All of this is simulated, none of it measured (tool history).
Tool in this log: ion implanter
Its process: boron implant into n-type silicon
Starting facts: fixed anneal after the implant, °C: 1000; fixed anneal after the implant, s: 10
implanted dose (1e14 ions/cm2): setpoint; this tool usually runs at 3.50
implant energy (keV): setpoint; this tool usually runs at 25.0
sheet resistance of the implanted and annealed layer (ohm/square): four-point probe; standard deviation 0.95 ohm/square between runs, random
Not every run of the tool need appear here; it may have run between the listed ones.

run	hour	implanted dose (1e14 ions/cm2)	implant energy (keV)	wafers since the last listed run	hours since the last dose calibration	hours since the extraction supply was calibrated	hours since the gauge calibration	read-back reference wafer on the same gauge, sheet resistance	sheet resistance of the implanted and annealed layer (ohm/square)
1	0.0	3.50	27.0	0	253.0	5043.8	747.9	278.27	272.63
# hour 16.5: gauge calibrated
2	147.1	3.50	25.0	1707	400.1	5190.9	130.6	277.55	274.42
3	177.6	3.50	23.0	353	430.6	5221.4	161.1	278.33	275.63
4	238.7	3.50	23.0	709	491.7	5282.5	222.2	278.02	272.89
5	302.8	3.50	23.0	743	555.8	5346.6	286.3	278.10	274.72
6	339.2	3.50	25.0	422	592.2	5383.0	322.7	278.16	273.47
7	404.7	3.50	30.5	760	657.7	5448.5	388.2	278.28	269.00
# hour 415.0: extraction supply calibrated
# hour 435.6: Faraday cup replaced and dose calibrated
8	452.8	3.08	25.0	372	17.2	37.8	436.3	278.29	322.15
9	479.9	3.08	25.0	314	44.3	64.9	463.4	278.21	322.66
10	517.5	4.10	25.0	436	81.9	102.5	501.0	278.33	258.04
11	559.4	3.50	25.0	486	123.8	144.4	542.9	278.14	291.72
# hour 580.7: Faraday cup replaced and dose calibrated, repeated, since the last time left the tool worse
12	585.6	4.06	18.5	211	4.9	170.6	569.1	278.10	256.98
13	753.2	4.48	29.5	1945	172.5	338.2	736.7	278.17	224.21
14	803.7	3.50	25.0	586	223.0	388.7	787.2	277.93	274.61
# hour 831.1: gauge calibrated
15	849.6	3.92	16.5	532	268.9	434.6	18.5	277.90	259.68

Predict the results of run 16:
16	894.5	2.77	25.0	521	313.8	479.5	63.4	?	?

Run 16 came out at read-back reference wafer on the same gauge, sheet resistance 277.97, sheet resistance of the implanted and annealed layer (ohm/square) 328.86.
If the tool had no hidden condition, the same run with the same run-to-run variation would have returned sheet resistance of the implanted and annealed layer (ohm/square) 335.47.
